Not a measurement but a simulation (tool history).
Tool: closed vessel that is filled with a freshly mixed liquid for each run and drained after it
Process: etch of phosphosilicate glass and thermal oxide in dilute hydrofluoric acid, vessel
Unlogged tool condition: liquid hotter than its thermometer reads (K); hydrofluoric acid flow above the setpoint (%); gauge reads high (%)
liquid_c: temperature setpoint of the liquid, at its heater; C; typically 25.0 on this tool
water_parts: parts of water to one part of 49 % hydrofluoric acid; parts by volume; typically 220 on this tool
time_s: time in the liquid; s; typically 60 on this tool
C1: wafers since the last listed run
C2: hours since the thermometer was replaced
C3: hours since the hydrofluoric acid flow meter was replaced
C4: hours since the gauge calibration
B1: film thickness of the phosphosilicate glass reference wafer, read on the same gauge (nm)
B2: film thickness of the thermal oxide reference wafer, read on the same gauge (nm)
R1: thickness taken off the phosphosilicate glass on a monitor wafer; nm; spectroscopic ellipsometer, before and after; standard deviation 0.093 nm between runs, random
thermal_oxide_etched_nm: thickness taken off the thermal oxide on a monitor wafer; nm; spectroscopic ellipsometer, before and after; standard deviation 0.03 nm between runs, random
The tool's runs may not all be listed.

run 1 hour=0.0 | liquid_c=25.0 water_parts=220 time_s=60 | C1=0 C2=1079.7 C3=979.7 C4=42.0 | B1=130.01 B2=40.004 | R1=17.16 thermal_oxide_etched_nm=1.462
run 2 hour=7.8 | liquid_c=25.0 water_parts=220 time_s=60 | C1=862 C2=1087.5 C3=987.5 C4=49.8 | B1=129.99 B2=39.976 | R1=17.26 thermal_oxide_etched_nm=1.358
run 3 hour=14.5 | liquid_c=27.5 water_parts=175 time_s=60 | C1=740 C2=1094.2 C3=994.2 C4=56.5 | B1=129.98 B2=40.009 | R1=24.91 thermal_oxide_etched_nm=2.046
run 4 hour=29.1 | liquid_c=27.5 water_parts=175 time_s=60 | C1=1614 C2=1108.8 C3=1008.8 C4=71.1 | B1=130.00 B2=39.982 | R1=25.14 thermal_oxide_etched_nm=1.990
run 5 hour=42.8 | liquid_c=27.5 water_parts=175 time_s=60 | C1=1515 C2=1122.5 C3=1022.5 C4=84.8 | B1=129.99 B2=40.002 | R1=24.89 thermal_oxide_etched_nm=1.972
run 6 hour=51.2 | liquid_c=25.0 water_parts=175 time_s=60 | C1=928 C2=1130.9 C3=1030.9 C4=93.2 | B1=129.99 B2=40.026 | R1=22.45 thermal_oxide_etched_nm=1.912
run 7 hour=63.5 | liquid_c=25.0 water_parts=175 time_s=60 | C1=1360 C2=1143.2 C3=1043.2 C4=105.5 | B1=130.00 B2=40.007 | R1=22.74 thermal_oxide_etched_nm=1.960
run 8 hour=74.3 | liquid_c=25.0 water_parts=175 time_s=60 | C1=1194 C2=1154.0 C3=1054.0 C4=116.3 | B1=130.02 B2=40.018 | R1=22.88 thermal_oxide_etched_nm=1.925
run 9 hour=82.1 | liquid_c=25.0 water_parts=260 time_s=60 | C1=862 C2=1161.8 C3=1061.8 C4=124.1 | B1=130.01 B2=40.034 | R1=14.19 thermal_oxide_etched_nm=1.189
run 10 hour=93.2 | liquid_c=25.0 water_parts=260 time_s=60 | C1=1227 C2=1172.9 C3=1072.9 C4=135.2 | B1=130.01 B2=40.011 | R1=14.09 thermal_oxide_etched_nm=1.148
run 11 hour=108.1 | liquid_c=25.0 water_parts=260 time_s=60 | C1=1647 C2=1187.8 C3=1087.8 C4=150.1 | B1=129.99 B2=40.041 | R1=14.17 thermal_oxide_etched_nm=1.177
run 12 hour=117.3 | liquid_c=25.0 water_parts=220 time_s=60 | C1=1017 C2=1197.0 C3=1097.0 C4=159.3 | B1=130.00 B2=40.003 | R1=17.35 thermal_oxide_etched_nm=1.442
-- hour=124.0 thermometer replaced
run 13 hour=125.2 | liquid_c=21.0 water_parts=260 time_s=75 | C1=763 C2=1.2 C3=1104.9 C4=167.2 | B1=130.00 B2=39.994 | R1=15.32 thermal_oxide_etched_nm=1.228
-- hour=137.1 hydrofluoric acid flow meter replaced
run 14 hour=137.8 | liquid_c=25.0 water_parts=220 time_s=50 | C1=1282 C2=13.8 C3=0.7 C4=179.8 | B1=130.00 B2=39.984 | R1=12.74 thermal_oxide_etched_nm=1.015
run 15 hour=150.1 | liquid_c=25.0 water_parts=140 time_s=30 | C1=1360 C2=26.1 C3=13.0 C4=192.1 | B1=130.01 B2=40.036 | R1=13.03 thermal_oxide_etched_nm=1.039
run 16 hour=165.3 | liquid_c=25.0 water_parts=220 time_s=60 | C1=1681 C2=41.3 C3=28.2 C4=207.3 | B1=130.01 B2=39.970 | R1=15.11 thermal_oxide_etched_nm=1.251
run 17 hour=171.7 | liquid_c=25.0 water_parts=220 time_s=60 | C1=707 C2=47.7 C3=34.6 C4=213.7 | B1=130.00 B2=40.030 | R1=15.13 thermal_oxide_etched_nm=1.239
-- hour=177.2 gauge calibrated
run 18 hour=186.5 | liquid_c=27.0 water_parts=150 time_s=35 | C1=1636 C2=62.5 C3=49.4 C4=9.3 | B1=130.00 B2=40.005 | R1=15.21 thermal_oxide_etched_nm=1.249
run 19 hour=193.2 | liquid_c=26.5 water_parts=220 time_s=60 | C1=740 C2=69.2 C3=56.1 C4=16.0 | B1=129.99 B2=40.002 | R1=16.09 thermal_oxide_etched_nm=1.263
run 20 hour=206.1 | liquid_c=23.0 water_parts=270 time_s=30 | C1=1426 C2=82.1 C3=69.0 C4=28.9 | B1=130.00 B2=39.987 | R1=5.53 thermal_oxide_etched_nm=0.474
run 21 hour=219.3 | liquid_c=21.0 water_parts=125 time_s=90 | C1=1459 C2=95.3 C3=82.2 C4=42.1 | B1=130.01 B2=40.026 | R1=38.42 thermal_oxide_etched_nm=3.136
run 22 hour=225.5 | liquid_c=25.0 water_parts=220 time_s=60 | C1=685 C2=101.5 C3=88.4 C4=48.3 | B1=129.99 B2=40.002 | R1=15.21 thermal_oxide_etched_nm=1.255
run 23 hour=232.6 | liquid_c=26.5 water_parts=320 time_s=80 | C1=785 C2=108.6 C3=95.5 C4=55.4 | B1=130.01 B2=40.000 | R1=13.41 thermal_oxide_etched_nm=1.093

5 options for the next run, each taken on its own from the tool as it stands now. Forecast them:
run A hour=233.3 | liquid_c=25.0 water_parts=220 time_s=60 | C1=77 C2=109.3 C3=96.2 C4=56.1 | B1=? B2=? | R1=? thermal_oxide_etched_nm=?
run B hour=233.3 | liquid_c=25.0 water_parts=320 time_s=60 | C1=77 C2=109.3 C3=96.2 C4=56.1 | B1=? B2=? | R1=? thermal_oxide_etched_nm=?
run C hour=233.3 | liquid_c=22.0 water_parts=330 time_s=40 | C1=77 C2=109.3 C3=96.2 C4=56.1 | B1=? B2=? | R1=? thermal_oxide_etched_nm=?
run D hour=233.3 | liquid_c=27.0 water_parts=300 time_s=60 | C1=77 C2=109.3 C3=96.2 C4=56.1 | B1=? B2=? | R1=? thermal_oxide_etched_nm=?
run E hour=233.3 | liquid_c=25.0 water_parts=275 time_s=60 | C1=77 C2=109.3 C3=96.2 C4=56.1 | B1=? B2=? | R1=? thermal_oxide_etched_nm=?

run=A B1=129.99 B2=39.988 R1=15.27 thermal_oxide_etched_nm=1.271
run=B B1=129.99 B2=39.988 R1=9.49 thermal_oxide_etched_nm=0.790
run=C B1=129.99 B2=39.988 R1=5.48 thermal_oxide_etched_nm=0.456
run=D B1=129.99 B2=39.988 R1=11.05 thermal_oxide_etched_nm=0.920
run=E B1=129.99 B2=39.988 R1=11.54 thermal_oxide_etched_nm=0.961
Had the tool no hidden state, the same runs would have come out as:
run=A R1=14.86 thermal_oxide_etched_nm=1.237
run=B R1=9.22 thermal_oxide_etched_nm=0.768
run=C R1=5.33 thermal_oxide_etched_nm=0.443
run=D R1=10.74 thermal_oxide_etched_nm=0.894
run=E R1=11.23 thermal_oxide_etched_nm=0.935

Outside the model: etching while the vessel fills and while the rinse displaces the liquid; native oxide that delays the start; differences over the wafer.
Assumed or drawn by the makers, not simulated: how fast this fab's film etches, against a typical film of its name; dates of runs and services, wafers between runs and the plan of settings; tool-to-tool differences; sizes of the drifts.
